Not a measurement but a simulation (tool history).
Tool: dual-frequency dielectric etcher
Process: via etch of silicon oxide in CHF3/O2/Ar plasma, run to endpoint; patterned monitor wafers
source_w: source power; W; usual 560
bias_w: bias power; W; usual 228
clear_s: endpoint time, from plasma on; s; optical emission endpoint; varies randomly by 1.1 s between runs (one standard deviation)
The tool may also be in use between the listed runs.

| run | hour | source_w | bias_w | wafers since the last listed run | hours since the last wet clean | hours since the last source power generator calibration | hours since the last bias power generator calibration | hours since the last upper electrode change | incoming incoming film thickness, nm | clear_s |
|---|---|---|---|---|---|---|---|---|---|---|
| 1 | 0.0 | 560 | 199 | 0 | 528.3 | 1467.0 | 1655.4 | 3924.3 | 812.7 | 373.7 |
| 2 | 40.3 | 560 | 199 | 137 | 568.6 | 1507.3 | 1695.7 | 3964.6 | 813.0 | 372.8 |
| 3 | 102.7 | 560 | 209 | 212 | 631.0 | 1569.7 | 1758.1 | 4027.0 | 820.3 | 365.5 |
|  | 132.9 | wet clean of the chamber |
| 4 | 139.0 | 560 | 228 | 41 | 6.1 | 1606.0 | 1794.4 | 4063.3 | 809.4 | 353.7 |
| 5 | 184.0 | 560 | 228 | 153 | 51.1 | 1651.0 | 1839.4 | 4108.3 | 809.4 | 355.2 |
| 6 | 237.3 | 560 | 228 | 181 | 104.4 | 1704.3 | 1892.7 | 4161.6 | 811.8 | 352.8 |
| 7 | 299.2 | 560 | 228 | 210 | 166.3 | 1766.2 | 1954.6 | 4223.5 | 810.7 | 351.9 |
| 8 | 333.6 | 630 | 254 | 116 | 200.7 | 1800.6 | 1989.0 | 4257.9 | 815.8 | 318.5 |
| 9 | 358.2 | 560 | 228 | 83 | 225.3 | 1825.2 | 2013.6 | 4282.5 | 809.2 | 348.9 |
| 10 | 395.7 | 560 | 228 | 127 | 262.8 | 1862.7 | 2051.1 | 4320.0 | 812.2 | 351.8 |
| 11 | 444.0 | 560 | 228 | 164 | 311.1 | 1911.0 | 2099.4 | 4368.3 | 813.0 | 350.8 |
| 12 | 476.6 | 450 | 228 | 110 | 343.7 | 1943.6 | 2132.0 | 4400.9 | 806.8 | 372.8 |
| 13 | 533.7 | 450 | 228 | 194 | 400.8 | 2000.7 | 2189.1 | 4458.0 | 809.2 | 375.4 |
| 14 | 590.3 | 450 | 228 | 192 | 457.4 | 2057.3 | 2245.7 | 4514.6 | 806.8 | 373.7 |
| 15 | 656.3 | 560 | 228 | 224 | 523.4 | 2123.3 | 2311.7 | 4580.6 | 806.0 | 345.3 |
|  | 680.7 | upper electrode replaced |
| 16 | 728.0 | 510 | 228 | 162 | 595.1 | 2195.0 | 2383.4 | 47.3 | 813.2 | 355.7 |
| 17 | 767.0 | 560 | 228 | 132 | 634.1 | 2234.0 | 2422.4 | 86.3 | 804.0 | 342.6 |
|  | 829.8 | wet clean of the chamber |
| 18 | 830.3 | 460 | 283 | 133 | 0.5 | 2297.3 | 2485.7 | 149.6 | 801.0 | 337.6 |
| 19 | 843.0 | 460 | 283 | 43 | 13.2 | 2310.0 | 2498.4 | 162.3 | 810.5 | 340.3 |
| 20 | 873.5 | 480 | 175 | 103 | 43.7 | 2340.5 | 2528.9 | 192.8 | 818.0 | 443.7 |
|  | 915.5 | source power generator calibrated |
| 21 | 925.0 | 520 | 266 | 161 | 95.2 | 9.5 | 2580.4 | 244.3 | 819.6 | 346.3 |
| 22 | 981.8 | 660 | 211 | 193 | 152.0 | 66.3 | 2637.2 | 301.1 | 809.5 | 354.6 |
| 23 | 1011.4 | 440 | 190 | 100 | 181.6 | 95.9 | 2666.8 | 330.7 | 815.8 | 438.5 |
|  | 1056.3 | bias power generator calibrated |
| 24 | 1059.0 | 450 | 276 | 148 | 229.2 | 143.5 | 2.7 | 378.3 | 810.6 | 352.1 |
| 25 | 1086.9 | 460 | 264 | 94 | 257.1 | 171.4 | 30.6 | 406.2 | 805.8 | 350.3 |
| 26 | 1157.7 | 560 | 228 | 240 | 327.9 | 242.2 | 101.4 | 477.0 | 810.0 | 357.0 |
| 27 | 1267.0 | 520 | 228 | 371 | 437.2 | 351.5 | 210.7 | 586.3 | 809.1 | 363.0 |
| 28 | 1315.7 | 560 | 228 | 165 | 485.9 | 400.2 | 259.4 | 635.0 | 806.0 | 350.7 |
| 29 | 1362.1 | 690 | 264 | 157 | 532.3 | 446.6 | 305.8 | 681.4 | 816.5 | 303.4 |
| 30 | 1405.5 | 680 | 283 | 147 | 575.7 | 490.0 | 349.2 | 724.8 | 808.4 | 290.0 |
| 31 | 1451.1 | 660 | 211 | 155 | 621.3 | 535.6 | 394.8 | 770.4 | 815.3 | 344.9 |
| 32 | 1475.3 | 500 | 228 | 82 | 645.5 | 559.8 | 419.0 | 794.6 | 807.9 | 360.5 |

What if the next run were any one of these 3? Each begins from the tool's condition after run 32:
| A | 1475.8 | 560 | 228 | 1 | 646.0 | 560.3 | 419.5 | 795.1 | 803.9 | ? |
| B | 1475.8 | 490 | 187 | 1 | 646.0 | 560.3 | 419.5 | 795.1 | 803.9 | ? |
| C | 1475.8 | 560 | 256 | 1 | 646.0 | 560.3 | 419.5 | 795.1 | 803.9 | ? |

| run | clear_s |
|---|---|
| A | 348.8 |
| B | 409.6 |
| C | 327.7 |
Had the tool no hidden state, the same runs would have come out as:
| run | clear_s |
|---|---|
| A | 361.5 |
| B | 424.6 |
| C | 339.6 |

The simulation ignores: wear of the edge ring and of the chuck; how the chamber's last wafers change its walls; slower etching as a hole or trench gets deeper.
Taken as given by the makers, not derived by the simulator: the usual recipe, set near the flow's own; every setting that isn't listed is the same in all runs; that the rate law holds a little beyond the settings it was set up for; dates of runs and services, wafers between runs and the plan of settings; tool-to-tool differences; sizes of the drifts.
